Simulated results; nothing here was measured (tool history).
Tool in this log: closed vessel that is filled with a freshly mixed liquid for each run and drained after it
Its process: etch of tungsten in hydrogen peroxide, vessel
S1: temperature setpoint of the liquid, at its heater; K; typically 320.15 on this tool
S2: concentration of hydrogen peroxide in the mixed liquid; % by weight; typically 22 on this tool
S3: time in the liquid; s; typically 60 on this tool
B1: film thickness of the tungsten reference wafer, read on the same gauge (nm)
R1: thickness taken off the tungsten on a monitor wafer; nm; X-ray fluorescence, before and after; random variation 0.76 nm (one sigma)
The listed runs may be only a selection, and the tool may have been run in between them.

| run | hour | S1 | S2 | S3 | B1 | R1 |
|---|---|---|---|---|---|---|
| 1 | 0 | 320.15 | 22 | 60 | 119.96 | 139.5 |
| 2 | 31 | 324.65 | 22 | 60 | 119.99 | 187.16 |
| 3 | 56.2 | 320.15 | 22 | 45 | 120.01 | 106.16 |
| 4 | 91.4 | 320.15 | 22 | 45 | 120.02 | 105.74 |
| 5 | 116.5 | 320.15 | 22 | 60 | 120.02 | 141.47 |
| 6 | 148 | 320.15 | 22 | 60 | 120.04 | 140.46 |
|  | 175.7 | peroxide flow meter replaced |
| 7 | 183.5 | 317.65 | 17 | 60 | 120.03 | 100.14 |
| 8 | 212.4 | 320.15 | 22 | 60 | 119.99 | 133.74 |
| 9 | 226.8 | 315.15 | 15.5 | 80 | 120.01 | 108.49 |
|  | 240.4 | gauge calibrated |
| 10 | 241.2 | 312.65 | 22 | 60 | 119.99 | 81.62 |
|  | 243.9 | new drum of peroxide connected |
| 11 | 272.3 | 323.15 | 26.5 | 90 | 120.01 | 263.89 |
| 12 | 327.8 | 320.15 | 19.5 | 90 | 119.98 | 188.17 |
| 13 | 355.6 | 310.65 | 25 | 60 | 120 | 75.91 |
| 14 | 388.6 | 320.15 | 22 | 60 | 119.97 | 131.71 |
|  | 403.5 | thermometer replaced |
| 15 | 420.3 | 311.65 | 20.5 | 35 | 119.99 | 48.07 |
| 16 | 442.4 | 329.65 | 20.5 | 35 | 120.01 | 146.93 |
| 17 | 473.3 | 328.15 | 19.5 | 45 | 120 | 168.71 |
| 18 | 494.2 | 320.15 | 22 | 60 | 120.01 | 145.16 |
| 19 | 529.4 | 320.15 | 22 | 60 | 119.97 | 146.48 |
| 20 | 543.6 | 310.65 | 18.5 | 60 | 119.99 | 72.72 |
| 21 | 563.6 | 320.15 | 22 | 60 | 119.98 | 146.07 |
| 22 | 592.7 | 320.15 | 22 | 90 | 119.98 | 220.16 |
| 23 | 614.1 | 320.15 | 17.5 | 60 | 119.97 | 130.82 |
| 24 | 643.4 | 316.65 | 18 | 90 | 120.03 | 158.1 |
| 25 | 688.9 | 320.15 | 22 | 40 | 119.99 | 97.05 |
| 26 | 713.7 | 325.65 | 28 | 70 | 120.02 | 269.78 |
| 27 | 727.2 | 320.15 | 17.5 | 75 | 119.99 | 163.25 |
| 28 | 749.8 | 316.15 | 17 | 30 | 119.98 | 49.74 |
| 29 | 780.2 | 320.15 | 22 | 60 | 120.02 | 146.19 |

Here are 5 independent what-if runs from the current tool condition. What would each one return?
| A | 780.9 | 320.15 | 22 | 60 | ? | ? |
| B | 780.9 | 320.15 | 24 | 60 | ? | ? |
| C | 780.9 | 325.15 | 25.5 | 35 | ? | ? |
| D | 780.9 | 313.15 | 18 | 40 | ? | ? |
| E | 780.9 | 314.15 | 22 | 85 | ? | ? |

| run | B1 | R1 |
|---|---|---|
| A | 120.02 | 145.69 |
| B | 120.02 | 152.17 |
| C | 120.02 | 124.4 |
| D | 120.02 | 56.21 |
| E | 120.02 | 140.92 |
Take away the tool's hidden state, keep each run's random variation, and the runs would have read:
| run | R1 |
|---|---|
| A | 145.75 |
| B | 152.23 |
| C | 124.37 |
| D | 56.29 |
| E | 141.09 |

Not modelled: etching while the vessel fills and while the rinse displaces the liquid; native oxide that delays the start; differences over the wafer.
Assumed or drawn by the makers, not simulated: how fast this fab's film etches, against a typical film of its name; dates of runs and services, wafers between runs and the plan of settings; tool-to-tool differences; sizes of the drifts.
